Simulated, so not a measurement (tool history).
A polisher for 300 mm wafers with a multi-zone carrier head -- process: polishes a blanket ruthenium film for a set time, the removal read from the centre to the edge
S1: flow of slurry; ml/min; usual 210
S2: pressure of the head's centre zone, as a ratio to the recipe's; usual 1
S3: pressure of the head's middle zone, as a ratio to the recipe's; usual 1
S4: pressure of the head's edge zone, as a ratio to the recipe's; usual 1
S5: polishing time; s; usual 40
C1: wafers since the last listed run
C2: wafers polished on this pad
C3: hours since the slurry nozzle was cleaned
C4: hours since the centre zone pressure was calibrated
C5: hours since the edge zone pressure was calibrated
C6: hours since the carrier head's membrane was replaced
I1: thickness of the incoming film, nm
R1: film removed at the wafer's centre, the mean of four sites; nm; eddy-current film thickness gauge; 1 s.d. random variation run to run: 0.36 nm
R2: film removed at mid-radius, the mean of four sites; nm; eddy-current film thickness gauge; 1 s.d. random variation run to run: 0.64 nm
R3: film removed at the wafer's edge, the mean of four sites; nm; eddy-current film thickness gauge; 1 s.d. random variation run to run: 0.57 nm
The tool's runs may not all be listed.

| run | hour | S1 | S2 | S3 | S4 | S5 | C1 | C2 | C3 | C4 | C5 | C6 | I1 | R1 | R2 | R3 |
|---|---|---|---|---|---|---|---|---|---|---|---|---|---|---|---|---|
| 1 | 0 | 210 | 1 | 1 | 1 | 40 | 0 | 28 | 719.2 | 849.4 | 692.7 | 895 | 281.1 | 55.7 | 57.9 | 54.3 |
| 2 | 44.2 | 210 | 1 | 1 | 1 | 40 | 597 | 625 | 763.4 | 893.6 | 736.9 | 939.2 | 283.6 | 54.8 | 56.5 | 54.2 |
| 3 | 54 | 210 | 1 | 1 | 1 | 40 | 132 | 758 | 773.2 | 903.4 | 746.7 | 949 | 276.6 | 54.8 | 55.5 | 54.1 |
| 4 | 66.3 | 210 | 1 | 1 | 1 | 40 | 166 | 924 | 785.5 | 915.7 | 759 | 961.3 | 276.2 | 53.9 | 55.7 | 52.8 |
|  | 74.2 | worn pad replaced by a new one |
| 5 | 80.2 | 210 | 1 | 1 | 1 | 40 | 133 | 81 | 799.4 | 929.6 | 772.9 | 975.2 | 285 | 55.5 | 56.7 | 54.2 |
|  | 92.8 | carrier head's membrane replaced by a new one, of another model than before |
| 6 | 96.9 | 210 | 1 | 1 | 1 | 40 | 158 | 239 | 816.1 | 946.3 | 789.6 | 4.1 | 283.4 | 55 | 56.7 | 53.7 |
|  | 109.6 | edge zone pressure recalibrated |
| 7 | 113.4 | 210 | 1 | 1 | 0.92 | 40 | 195 | 435 | 832.6 | 962.8 | 3.8 | 20.6 | 276.9 | 54.4 | 55.2 | 50.6 |
|  | 121.6 | slurry nozzle cleaned |
|  | 125.2 | centre zone pressure recalibrated |
| 8 | 130.4 | 210 | 1.07 | 1 | 1 | 40 | 189 | 624 | 8.8 | 5.2 | 20.8 | 37.6 | 282 | 60.7 | 55 | 52.7 |
| 9 | 137.1 | 210 | 1 | 1 | 1 | 40 | 90 | 715 | 15.5 | 11.9 | 27.5 | 44.3 | 281.6 | 53.6 | 55.1 | 52.5 |
| 10 | 152.1 | 240 | 1.1 | 1 | 1 | 40 | 202 | 917 | 30.5 | 26.9 | 42.5 | 59.3 | 275.5 | 63.5 | 55.1 | 51.8 |
|  | 160.5 | worn pad replaced by a new one |
| 11 | 166 | 210 | 1 | 1 | 0.92 | 40 | 133 | 73 | 44.4 | 40.8 | 56.4 | 73.2 | 276.4 | 55.3 | 57.7 | 51.1 |
| 12 | 173.8 | 210 | 1.04 | 1 | 1.07 | 40 | 105 | 179 | 52.2 | 48.6 | 64.2 | 81 | 280.7 | 59.8 | 57.4 | 56.8 |
| 13 | 185.4 | 210 | 1 | 1 | 1 | 40 | 156 | 336 | 63.8 | 60.2 | 75.8 | 92.6 | 276.9 | 54.9 | 57.5 | 54 |
| 14 | 193.6 | 160 | 1 | 0.94 | 1 | 35 | 110 | 446 | 72 | 68.4 | 84 | 100.8 | 282.3 | 46.5 | 45.8 | 46 |
| 15 | 204.7 | 210 | 1 | 1.07 | 1 | 53 | 150 | 596 | 83.1 | 79.5 | 95.1 | 111.9 | 283.2 | 72.4 | 77.2 | 71.4 |

Branching from run 15: 4 alternative next runs. What would each branch give?
| A | 205.1 | 210 | 1 | 1 | 1.06 | 40 | 5 | 602 | 83.5 | 79.9 | 95.5 | 112.3 | 280.8 | ? | ? | ? |
| B | 205.1 | 210 | 1.1 | 1.11 | 1.07 | 40 | 5 | 602 | 83.5 | 79.9 | 95.5 | 112.3 | 280.8 | ? | ? | ? |
| C | 205.1 | 210 | 0.9 | 1 | 1 | 40 | 5 | 602 | 83.5 | 79.9 | 95.5 | 112.3 | 280.8 | ? | ? | ? |
| D | 205.1 | 270 | 1.06 | 0.88 | 1 | 53 | 5 | 602 | 83.5 | 79.9 | 95.5 | 112.3 | 280.8 | ? | ? | ? |

| run | R1 | R2 | R3 |
|---|---|---|---|
| A | 55.4 | 56.3 | 56.3 |
| B | 65.4 | 61.8 | 56.6 |
| C | 45.4 | 56.4 | 53.8 |
| D | 83.8 | 68.4 | 73 |
Take away the tool's hidden state, keep each run's random variation, and the runs would have read:
| run | R1 | R2 | R3 |
|---|---|---|---|
| A | 56.2 | 57.2 | 57.1 |
| B | 66.4 | 62.8 | 57.4 |
| C | 46.1 | 57.2 | 54.7 |
| D | 85.1 | 69.5 | 74.1 |
